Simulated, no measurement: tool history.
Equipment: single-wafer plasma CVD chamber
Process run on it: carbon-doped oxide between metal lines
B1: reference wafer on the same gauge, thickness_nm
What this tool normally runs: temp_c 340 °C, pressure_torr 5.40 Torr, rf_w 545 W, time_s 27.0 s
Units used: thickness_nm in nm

Run 1, hour 0.0: usual settings but rf_w 495 W, time_s 29.7 s; B1 141.016. Result: thickness_nm 164.723 nm.
Run 2, hour 25.6: usual settings but rf_w 495 W, time_s 29.7 s; B1 140.877. Result: thickness_nm 164.463 nm.
Run 3, hour 73.1: usual settings but pressure_torr 4.66 Torr; B1 141.060. Result: thickness_nm 157.790 nm.
Run 4, hour 101.1: usual settings but pressure_torr 5.79 Torr; B1 141.098. Result: thickness_nm 162.548 nm.
Run 5, hour 170.5: usual settings but temp_c 333 °C; B1 141.000. Result: thickness_nm 164.584 nm.
Run 6, hour 219.3: usual settings; B1 140.933. Result: thickness_nm 162.648 nm.
At hour 267.9: thermocouple changed; heater temperature recalibrated.
Run 7, hour 408.4: usual settings but temp_c 344 °C, time_s 31.2 s; B1 141.080. Result: thickness_nm 186.613 nm.
Run 8, hour 442.5: usual settings but temp_c 335 °C, time_s 25.6 s; B1 141.000. Result: thickness_nm 158.588 nm.
Run 9, hour 483.8: usual settings but pressure_torr 6.05 Torr, time_s 31.9 s; B1 140.972. Result: thickness_nm 194.593 nm.
Run 10, hour 534.8: usual settings but temp_c 335 °C; B1 140.998. Result: thickness_nm 166.887 nm.
Run 11, hour 560.3: usual settings but pressure_torr 5.05 Torr, rf_w 640 W; B1 140.932. Result: thickness_nm 183.904 nm.
Run 12, hour 629.6: usual settings but temp_c 334 °C, pressure_torr 4.98 Torr; B1 141.006. Result: thickness_nm 165.742 nm.
Run 13, hour 682.9: usual settings but time_s 24.7 s; B1 140.995. Result: thickness_nm 151.037 nm.
Run 14, hour 749.7: usual settings but time_s 30.8 s; B1 140.930. Result: thickness_nm 188.230 nm.
At hour 785.4: RF generator calibrated.
At hour 799.0: capacitance manometer re-zeroed and calibrated.
Run 15, hour 813.3: usual settings but temp_c 329 °C, rf_w 645 W; B1 140.972. Result: thickness_nm 195.469 nm.
At hour 834.6: thermocouple changed; heater temperature recalibrated, repeated, since the last time left the tool worse.
Run 16, hour 859.9: usual settings but pressure_torr 5.92 Torr, rf_w 440 W; B1 140.977. Result: thickness_nm 134.774 nm.
Run 17, hour 908.4: usual settings but pressure_torr 4.91 Torr; B1 141.012. Result: thickness_nm 157.985 nm.
Run 18, hour 947.0: usual settings; B1 141.054. Result: thickness_nm 159.376 nm.
Run 19, hour 1016.8: usual settings but pressure_torr 6.14 Torr, time_s 30.7 s; B1 140.903. Result: thickness_nm 185.567 nm.
Run 20, hour 1083.1: usual settings but temp_c 326 °C, pressure_torr 4.61 Torr, rf_w 650 W, time_s 23.6 s; B1 140.837. Result: thickness_nm 164.162 nm.
Run 21, hour 1135.8: usual settings; B1 141.035. Result: thickness_nm 160.966 nm.
Run 22, hour 1190.6: usual settings but rf_w 625 W; B1 141.033. Result: thickness_nm 177.307 nm.
Run 23, hour 1249.6: usual settings but temp_c 326 °C; B1 140.956. Result: thickness_nm 167.093 nm.
Run 24, hour 1318.2: usual settings but temp_c 329 °C, rf_w 510 W; B1 141.051. Result: thickness_nm 158.314 nm.
Run 25, hour 1346.4: usual settings but temp_c 331 °C, rf_w 630 W; B1 140.981. Result: thickness_nm 184.311 nm.
Run 26, hour 1395.9: usual settings but temp_c 352 °C, pressure_torr 6.47 Torr, rf_w 445 W, time_s 29.1 s; B1 141.008. Result: thickness_nm 143.388 nm.
Run 27, hour 1460.1: usual settings; B1 141.024. Result: thickness_nm 160.989 nm.
Run 28, hour 1484.2: usual settings but temp_c 334 °C, pressure_torr 4.79 Torr, rf_w 615 W, time_s 25.1 s; B1 141.179. Result: thickness_nm 164.072 nm.

For some of the steps in thickness_nm from one run to the next: how much would appear even if the tool had no hidden state, given the settings, what came in and random variation, and how much remains for the hidden state plus any gauge scatter that the measured result and the result without hidden state don't share?
The hidden state here: wafer temperature above the value expected at the setpoint (K); delivered RF power above the setpoint (%); true pressure above the setpoint (%); gauge reads high (%).
Run 6 -> 7: temp_c 340 -> 344, time_s 27.0 -> 31.2, thermocouple changed; heater temperature recalibrated. thickness_nm +23.965 nm: hidden state +2.124, all else +21.841.
Run 15 -> 16: temp_c 329 -> 340, pressure_torr 5.40 -> 5.92, rf_w 645 -> 440, thermocouple changed; heater temperature recalibrated, repeated, since the last time left the tool worse. thickness_nm -60.695 nm: hidden state -5.519, all else -55.176.
Run 25 -> 26: temp_c 331 -> 352, pressure_torr 5.40 -> 6.47, rf_w 630 -> 445, time_s 27.0 -> 29.1. thickness_nm -40.923 nm: hidden state -0.168, all else -40.755.
